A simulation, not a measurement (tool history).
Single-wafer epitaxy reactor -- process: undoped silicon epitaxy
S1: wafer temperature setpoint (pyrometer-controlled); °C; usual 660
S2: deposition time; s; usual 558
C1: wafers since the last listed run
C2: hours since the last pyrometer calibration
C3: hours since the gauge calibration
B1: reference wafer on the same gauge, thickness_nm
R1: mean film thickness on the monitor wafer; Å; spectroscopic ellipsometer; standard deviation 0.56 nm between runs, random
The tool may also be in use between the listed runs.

{"run": 1, "hour": 0.0, "S1": 660, "S2": 558, "C1": 0, "C2": 1977.6, "C3": 220.1, "B1": 112.81, "R1": 1242.25}
{"run": 2, "hour": 21.1, "S1": 660, "S2": 558, "C1": 48, "C2": 1998.7, "C3": 241.2, "B1": 113.263, "R1": 1236.62}
{"run": 3, "hour": 56.8, "S1": 660, "S2": 558, "C1": 82, "C2": 2034.4, "C3": 276.9, "B1": 112.813, "R1": 1249.76}
{"run": 4, "hour": 80.7, "S1": 660, "S2": 558, "C1": 55, "C2": 2058.3, "C3": 300.8, "B1": 113.152, "R1": 1254.22}
{"run": 5, "hour": 119.1, "S1": 660, "S2": 558, "C1": 88, "C2": 2096.7, "C3": 339.2, "B1": 112.895, "R1": 1259.62}
{"run": 6, "hour": 136.1, "S1": 660, "S2": 558, "C1": 39, "C2": 2113.7, "C3": 356.2, "B1": 112.959, "R1": 1252.97}
{"run": 7, "hour": 165.2, "S1": 652, "S2": 514, "C1": 67, "C2": 2142.8, "C3": 385.3, "B1": 113.101, "R1": 952.84}
{"run": 8, "hour": 178.5, "S1": 652, "S2": 514, "C1": 30, "C2": 2156.1, "C3": 398.6, "B1": 112.928, "R1": 940.83}
{"run": 9, "hour": 207.2, "S1": 652, "S2": 514, "C1": 66, "C2": 2184.8, "C3": 427.3, "B1": 112.65, "R1": 965.53}
{"run": 10, "hour": 241.0, "S1": 660, "S2": 558, "C1": 78, "C2": 2218.6, "C3": 461.1, "B1": 113.103, "R1": 1260.65}
{"run": 11, "hour": 270.6, "S1": 660, "S2": 614, "C1": 68, "C2": 2248.2, "C3": 490.7, "B1": 113.123, "R1": 1391.87}
{"run": 12, "hour": 285.1, "S1": 660, "S2": 614, "C1": 33, "C2": 2262.7, "C3": 505.2, "B1": 112.755, "R1": 1382.47}
{"run": 13, "hour": 303.6, "S1": 660, "S2": 614, "C1": 42, "C2": 2281.2, "C3": 523.7, "B1": 112.999, "R1": 1392.37}
{"run": 14, "hour": 325.3, "S1": 660, "S2": 633, "C1": 50, "C2": 2302.9, "C3": 545.4, "B1": 112.944, "R1": 1431.11}
{"run": 15, "hour": 349.8, "S1": 660, "S2": 633, "C1": 56, "C2": 2327.4, "C3": 569.9, "B1": 112.888, "R1": 1437.13}
{"run": 16, "hour": 365.2, "S1": 660, "S2": 558, "C1": 35, "C2": 2342.8, "C3": 585.3, "B1": 113.184, "R1": 1277.1}
{"run": 17, "hour": 380.9, "S1": 660, "S2": 558, "C1": 36, "C2": 2358.5, "C3": 601.0, "B1": 113.233, "R1": 1268.67}
{"run": 18, "hour": 398.0, "S1": 652, "S2": 661, "C1": 39, "C2": 2375.6, "C3": 618.1, "B1": 112.942, "R1": 1250.08}
{"hour": 417.2, "done": "gauge calibrated"}
{"run": 19, "hour": 417.9, "S1": 660, "S2": 558, "C1": 46, "C2": 2395.5, "C3": 0.7, "B1": 112.92, "R1": 1279.39}
{"hour": 438.5, "done": "pyrometer calibrated"}
{"run": 20, "hour": 452.1, "S1": 660, "S2": 558, "C1": 60, "C2": 13.6, "C3": 34.9, "B1": 113.266, "R1": 1390.98}
{"run": 21, "hour": 482.6, "S1": 660, "S2": 558, "C1": 70, "C2": 44.1, "C3": 65.4, "B1": 113.278, "R1": 1393.52}
{"run": 22, "hour": 494.6, "S1": 660, "S2": 558, "C1": 27, "C2": 56.1, "C3": 77.4, "B1": 113.35, "R1": 1383.13}
{"run": 23, "hour": 523.1, "S1": 666, "S2": 655, "C1": 66, "C2": 84.6, "C3": 105.9, "B1": 112.693, "R1": 1885.88}
{"run": 24, "hour": 548.7, "S1": 660, "S2": 587, "C1": 59, "C2": 110.2, "C3": 131.5, "B1": 112.859, "R1": 1451.28}
{"run": 25, "hour": 567.0, "S1": 670, "S2": 590, "C1": 42, "C2": 128.5, "C3": 149.8, "B1": 112.839, "R1": 1866.95}
{"run": 26, "hour": 587.2, "S1": 667, "S2": 590, "C1": 46, "C2": 148.7, "C3": 170.0, "B1": 112.827, "R1": 1733.84}
{"hour": 600.8, "done": "pyrometer calibrated, repeated, since the last time left the tool worse"}
{"run": 27, "hour": 612.3, "S1": 665, "S2": 558, "C1": 39, "C2": 11.5, "C3": 195.1, "B1": 113.246, "R1": 1272.15}
{"run": 28, "hour": 625.5, "S1": 671, "S2": 632, "C1": 30, "C2": 24.7, "C3": 208.3, "B1": 112.894, "R1": 1686.33}
{"run": 29, "hour": 642.4, "S1": 660, "S2": 558, "C1": 39, "C2": 41.6, "C3": 225.2, "B1": 113.122, "R1": 1146.91}
{"run": 30, "hour": 661.3, "S1": 647, "S2": 451, "C1": 43, "C2": 60.5, "C3": 244.1, "B1": 113.1, "R1": 658.66}
{"run": 31, "hour": 684.1, "S1": 666, "S2": 500, "C1": 52, "C2": 83.3, "C3": 266.9, "B1": 113.163, "R1": 1186.32}
{"run": 32, "hour": 717.2, "S1": 660, "S2": 558, "C1": 76, "C2": 116.4, "C3": 300.0, "B1": 113.054, "R1": 1136.55}
{"run": 33, "hour": 739.6, "S1": 660, "S2": 499, "C1": 51, "C2": 138.8, "C3": 322.4, "B1": 113.108, "R1": 1009.38}
{"run": 34, "hour": 770.9, "S1": 665, "S2": 558, "C1": 72, "C2": 170.1, "C3": 353.7, "B1": 113.231, "R1": 1279.09}

Measured less the same run without the tool's hidden state. The same run-to-run variation is in both; the gauge's scatter may not be:
What the log doesn't record here: wafer temperature above the value expected at the setpoint (K); gauge reads high (%).
run=1 R1=+88.92
run=2 R1=+90.24
run=3 R1=+94.20
run=4 R1=+96.58
run=5 R1=+100.33
run=6 R1=+101.29
run=7 R1=+80.48
run=8 R1=+80.36
run=9 R1=+84.49
run=10 R1=+111.35
run=11 R1=+125.95
run=12 R1=+126.58
run=13 R1=+129.40
run=14 R1=+135.31
run=15 R1=+138.54
run=16 R1=+124.60
run=17 R1=+125.30
run=18 R1=+127.44
run=19 R1=+129.99
run=20 R1=+237.68
run=21 R1=+238.15
run=22 R1=+236.40
run=23 R1=+318.19
run=24 R1=+248.23
run=25 R1=+312.50
run=26 R1=+292.28
run=27 R1=-17.30
run=28 R1=-22.59
run=29 R1=-15.75
run=30 R1=-9.32
run=31 R1=-15.94
run=32 R1=-15.37
run=33 R1=-13.54
run=34 R1=-16.72

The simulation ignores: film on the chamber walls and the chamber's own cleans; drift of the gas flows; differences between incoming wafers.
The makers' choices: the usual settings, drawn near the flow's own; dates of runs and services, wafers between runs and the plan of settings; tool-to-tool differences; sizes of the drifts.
